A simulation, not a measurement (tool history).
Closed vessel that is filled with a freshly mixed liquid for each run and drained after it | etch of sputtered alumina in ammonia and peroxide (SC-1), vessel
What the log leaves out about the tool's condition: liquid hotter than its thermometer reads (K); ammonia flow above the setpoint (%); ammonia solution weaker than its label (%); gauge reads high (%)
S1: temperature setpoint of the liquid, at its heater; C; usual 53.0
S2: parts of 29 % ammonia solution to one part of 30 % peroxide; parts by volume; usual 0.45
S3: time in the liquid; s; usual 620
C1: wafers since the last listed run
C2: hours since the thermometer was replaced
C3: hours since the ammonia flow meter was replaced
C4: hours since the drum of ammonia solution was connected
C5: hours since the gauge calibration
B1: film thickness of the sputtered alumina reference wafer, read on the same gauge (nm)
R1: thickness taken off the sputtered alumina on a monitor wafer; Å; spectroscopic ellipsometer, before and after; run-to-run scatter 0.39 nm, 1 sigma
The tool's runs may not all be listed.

| run | day | S1 | S2 | S3 | C1 | C2 | C3 | C4 | C5 | B1 | R1 |
|---|---|---|---|---|---|---|---|---|---|---|---|
| 1 | 0.000 | 53.0 | 0.45 | 620 | 0 | 792.5 | 460.2 | 817.7 | 3226.7 | 49.99 | 398.8 |
| 2 | 4.425 | 60.0 | 0.45 | 620 | 6817 | 898.7 | 566.4 | 923.9 | 3332.9 | 50.04 | 585.0 |
| 3 | 7.633 | 60.0 | 0.45 | 620 | 4943 | 975.7 | 643.4 | 1000.9 | 3409.9 | 50.04 | 588.4 |
|  | 15.008 | new drum of ammonia solution connected |
| 4 | 16.675 | 53.0 | 0.45 | 620 | 13866 | 1192.7 | 860.4 | 40.0 | 3626.9 | 49.99 | 397.3 |
|  | 17.429 | gauge calibrated |
| 5 | 21.079 | 53.0 | 0.45 | 620 | 6785 | 1298.4 | 966.1 | 145.7 | 87.6 | 50.01 | 397.1 |
| 6 | 25.083 | 62.0 | 0.45 | 895 | 6169 | 1394.5 | 1062.2 | 241.8 | 183.7 | 49.99 | 932.9 |
| 7 | 27.575 | 57.0 | 0.35 | 330 | 3839 | 1454.3 | 1122.0 | 301.6 | 243.5 | 50.02 | 255.4 |
| 8 | 31.550 | 53.0 | 0.55 | 620 | 6124 | 1549.7 | 1217.4 | 397.0 | 338.9 | 50.04 | 411.3 |
| 9 | 35.646 | 53.0 | 0.45 | 620 | 6310 | 1648.0 | 1315.7 | 495.3 | 437.2 | 49.98 | 397.5 |
| 10 | 38.858 | 53.0 | 0.60 | 980 | 4949 | 1725.1 | 1392.8 | 572.4 | 514.3 | 49.98 | 660.1 |
| 11 | 41.675 | 53.0 | 0.45 | 620 | 4339 | 1792.7 | 1460.4 | 640.0 | 581.9 | 50.01 | 402.5 |
| 12 | 43.917 | 48.5 | 0.50 | 620 | 3453 | 1846.5 | 1514.2 | 693.8 | 635.7 | 50.00 | 324.1 |
| 13 | 45.975 | 53.0 | 0.45 | 620 | 3171 | 1895.9 | 1563.6 | 743.2 | 685.1 | 50.02 | 405.8 |
| 14 | 49.950 | 43.0 | 0.45 | 840 | 6124 | 1991.3 | 1659.0 | 838.6 | 780.5 | 50.01 | 311.1 |
|  | 50.129 | thermometer replaced |
|  | 52.871 | ammonia flow meter replaced |
| 15 | 52.892 | 47.5 | 0.50 | 470 | 4403 | 66.3 | 0.5 | 909.2 | 851.1 | 50.00 | 229.0 |
| 16 | 55.971 | 53.0 | 0.55 | 340 | 4744 | 140.2 | 74.4 | 983.1 | 925.0 | 50.01 | 224.2 |
|  | 61.442 | new drum of ammonia solution connected |
| 17 | 68.079 | 43.5 | 0.45 | 620 | 18591 | 430.8 | 365.0 | 159.3 | 1215.6 | 49.99 | 236.6 |
| 18 | 72.483 | 53.0 | 0.60 | 885 | 6785 | 536.5 | 470.7 | 265.0 | 1321.3 | 49.96 | 590.7 |
| 19 | 75.425 | 53.0 | 0.45 | 620 | 4532 | 607.1 | 541.3 | 335.6 | 1391.9 | 50.02 | 398.3 |
| 20 | 79.046 | 53.0 | 0.60 | 770 | 5578 | 694.0 | 628.2 | 422.5 | 1478.8 | 49.97 | 513.5 |
| 21 | 81.375 | 58.0 | 0.45 | 500 | 3588 | 749.9 | 684.1 | 478.4 | 1534.7 | 49.94 | 420.5 |
| 22 | 84.467 | 60.0 | 0.45 | 620 | 4763 | 824.1 | 758.3 | 552.6 | 1608.9 | 50.03 | 582.4 |
| 23 | 88.579 | 53.0 | 0.30 | 745 | 6336 | 922.8 | 857.0 | 651.3 | 1707.6 | 49.99 | 469.5 |
| 24 | 91.054 | 53.0 | 0.60 | 620 | 3813 | 982.2 | 916.4 | 710.7 | 1767.0 | 49.99 | 414.0 |
| 25 | 94.079 | 48.5 | 0.40 | 515 | 4660 | 1054.8 | 989.0 | 783.3 | 1839.6 | 50.04 | 256.7 |
| 26 | 97.033 | 53.0 | 0.45 | 620 | 4551 | 1125.7 | 1059.9 | 854.2 | 1910.5 | 50.05 | 398.6 |
| 27 | 100.667 | 45.5 | 0.45 | 340 | 5598 | 1212.9 | 1147.1 | 941.4 | 1997.7 | 49.98 | 145.7 |

5 ways to go on from here, each from the tool as it stands after run 27. What would each give?
| A | 100.700 | 53.0 | 0.45 | 620 | 51 | 1213.7 | 1147.9 | 942.2 | 1998.5 | ? | ? |
| B | 100.700 | 53.0 | 0.60 | 855 | 51 | 1213.7 | 1147.9 | 942.2 | 1998.5 | ? | ? |
| C | 100.700 | 53.0 | 0.55 | 520 | 51 | 1213.7 | 1147.9 | 942.2 | 1998.5 | ? | ? |
| D | 100.700 | 62.5 | 0.60 | 860 | 51 | 1213.7 | 1147.9 | 942.2 | 1998.5 | ? | ? |
| E | 100.700 | 43.5 | 0.45 | 485 | 51 | 1213.7 | 1147.9 | 942.2 | 1998.5 | ? | ? |

| run | B1 | R1 |
|---|---|---|
| A | 50.00 | 406.9 |
| B | 50.00 | 576.7 |
| C | 50.00 | 347.8 |
| D | 50.00 | 952.0 |
| E | 50.00 | 187.5 |
The same runs, with their run-to-run variation unchanged, on a tool lacking any hidden condition would have given:
| run | R1 |
|---|---|
| A | 406.9 |
| B | 576.7 |
| C | 347.8 |
| D | 952.0 |
| E | 187.5 |
